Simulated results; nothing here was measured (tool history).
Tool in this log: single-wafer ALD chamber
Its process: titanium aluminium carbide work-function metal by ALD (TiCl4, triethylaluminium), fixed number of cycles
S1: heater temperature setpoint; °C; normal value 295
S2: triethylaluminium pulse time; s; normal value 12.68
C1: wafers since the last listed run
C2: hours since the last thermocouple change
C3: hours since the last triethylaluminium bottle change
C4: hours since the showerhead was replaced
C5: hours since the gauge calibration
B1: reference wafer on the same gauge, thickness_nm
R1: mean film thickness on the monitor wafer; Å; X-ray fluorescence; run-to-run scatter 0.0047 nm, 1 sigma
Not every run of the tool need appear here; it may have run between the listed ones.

| run | hour | S1 | S2 | C1 | C2 | C3 | C4 | C5 | B1 | R1 |
|---|---|---|---|---|---|---|---|---|---|---|
| 1 | 0 | 285 | 15.07 | 0 | 891.4 | 661.9 | 4235.3 | 1578.6 | 2.236 | 20.45 |
| 2 | 100.4 | 285 | 15.07 | 1041 | 991.8 | 762.3 | 4335.7 | 1679 | 2.238 | 20.43 |
| 3 | 158 | 295 | 12.68 | 597 | 1049.4 | 819.9 | 4393.3 | 1736.6 | 2.236 | 21.19 |
|  | 224.1 | triethylaluminium bottle replaced |
| 4 | 257.3 | 295 | 12.68 | 947 | 1148.7 | 33.2 | 4492.6 | 1835.9 | 2.236 | 21.2 |
| 5 | 300.4 | 301 | 12.68 | 447 | 1191.8 | 76.3 | 4535.7 | 1879 | 2.233 | 21.61 |
| 6 | 385.2 | 295 | 12.68 | 879 | 1276.6 | 161.1 | 4620.5 | 1963.8 | 2.233 | 21.1 |
|  | 474.6 | showerhead replaced |
| 7 | 489 | 295 | 12.68 | 993 | 1380.4 | 264.9 | 14.4 | 2067.6 | 2.231 | 21.1 |
| 8 | 550 | 295 | 12.68 | 632 | 1441.4 | 325.9 | 75.4 | 2128.6 | 2.23 | 21.08 |
| 9 | 781.9 | 295 | 12.68 | 2405 | 1673.3 | 557.8 | 307.3 | 2360.5 | 2.224 | 21.08 |
| 10 | 821.8 | 286 | 12.68 | 413 | 1713.2 | 597.7 | 347.2 | 2400.4 | 2.223 | 20.35 |
| 11 | 867.5 | 295 | 14.52 | 474 | 1758.9 | 643.4 | 392.9 | 2446.1 | 2.223 | 21.23 |
| 12 | 941.3 | 295 | 14.52 | 765 | 1832.7 | 717.2 | 466.7 | 2519.9 | 2.222 | 21.2 |
| 13 | 991.8 | 281 | 17.19 | 523 | 1883.2 | 767.7 | 517.2 | 2570.4 | 2.223 | 20.13 |
| 14 | 1030.2 | 307 | 10.7 | 398 | 1921.6 | 806.1 | 555.6 | 2608.8 | 2.219 | 21.82 |
|  | 1097.4 | triethylaluminium bottle replaced |
| 15 | 1120.8 | 301 | 16.21 | 856 | 2012.2 | 23.4 | 646.2 | 2699.4 | 2.217 | 21.75 |
| 16 | 1214.5 | 301 | 17.74 | 972 | 2105.9 | 117.1 | 739.9 | 2793.1 | 2.214 | 21.78 |
| 17 | 1269.1 | 300 | 16.85 | 566 | 2160.5 | 171.7 | 794.5 | 2847.7 | 2.215 | 21.71 |
| 18 | 1336.6 | 295 | 12.68 | 700 | 2228 | 239.2 | 862 | 2915.2 | 2.214 | 21.03 |
| 19 | 1379.2 | 286 | 9.54 | 441 | 2270.6 | 281.8 | 904.6 | 2957.8 | 2.212 | 19.63 |
|  | 1399.4 | gauge calibrated |
| 20 | 1447.6 | 295 | 12.68 | 709 | 2339 | 350.2 | 973 | 48.2 | 2.266 | 21.48 |
|  | 1479.1 | thermocouple changed; heater temperature recalibrated |
| 21 | 1493.6 | 295 | 12.68 | 394 | 14.5 | 396.2 | 1019 | 94.2 | 2.265 | 21.51 |
| 22 | 1533.4 | 309 | 8.91 | 412 | 54.3 | 436 | 1058.8 | 134 | 2.267 | 21.78 |
| 23 | 1601.7 | 282 | 14.93 | 708 | 122.6 | 504.3 | 1127.1 | 202.3 | 2.259 | 20.48 |
| 24 | 1703.3 | 290 | 12.68 | 1054 | 224.2 | 605.9 | 1228.7 | 303.9 | 2.261 | 21.01 |
| 25 | 1793 | 284 | 14.8 | 930 | 313.9 | 695.6 | 1318.4 | 393.6 | 2.26 | 20.61 |
| 26 | 1833.5 | 307 | 12.68 | 420 | 354.4 | 736.1 | 1358.9 | 434.1 | 2.257 | 22.47 |
| 27 | 1914.4 | 308 | 10.95 | 839 | 435.3 | 817 | 1439.8 | 515 | 2.259 | 22.22 |
|  | 1946.8 | triethylaluminium bottle replaced |
| 28 | 1978.8 | 295 | 12.68 | 585 | 499.7 | 32 | 1504.2 | 579.4 | 2.255 | 21.44 |
| 29 | 2079 | 291 | 12.68 | 1039 | 599.9 | 132.2 | 1604.4 | 679.6 | 2.255 | 20.98 |
| 30 | 2173.9 | 285 | 15.07 | 984 | 694.8 | 227.1 | 1699.3 | 774.5 | 2.254 | 20.7 |
| 31 | 2258.7 | 299 | 16.15 | 879 | 779.6 | 311.9 | 1784.1 | 859.3 | 2.25 | 21.94 |
| 32 | 2314.8 | 306 | 8.02 | 581 | 835.7 | 368 | 1840.2 | 915.4 | 2.25 | 20.99 |

For each run, what was the tool's unlogged condition?
wafer temperature above the value expected at the setpoint (K): 0 on each run
triethylaluminium dose above that of a fresh bottle (%): 0 on each run
H1: gauge reads high (%)
| run | H1 |
|---|---|
| 1 | -0.946 |
| 2 | -1.02 |
| 3 | -1.07 |
| 4 | -1.15 |
| 5 | -1.18 |
| 6 | -1.25 |
| 7 | -1.33 |
| 8 | -1.38 |
| 9 | -1.56 |
| 10 | -1.59 |
| 11 | -1.63 |
| 12 | -1.69 |
| 13 | -1.73 |
| 14 | -1.76 |
| 15 | -1.83 |
| 16 | -1.9 |
| 17 | -1.95 |
| 18 | -2 |
| 19 | -2.03 |
| 20 | 0.238 |
| 21 | 0.202 |
| 22 | 0.171 |
| 23 | 0.117 |
| 24 | 0.0369 |
| 25 | -0.0338 |
| 26 | -0.0657 |
| 27 | -0.129 |
| 28 | -0.18 |
| 29 | -0.259 |
| 30 | -0.334 |
| 31 | -0.4 |
| 32 | -0.445 |

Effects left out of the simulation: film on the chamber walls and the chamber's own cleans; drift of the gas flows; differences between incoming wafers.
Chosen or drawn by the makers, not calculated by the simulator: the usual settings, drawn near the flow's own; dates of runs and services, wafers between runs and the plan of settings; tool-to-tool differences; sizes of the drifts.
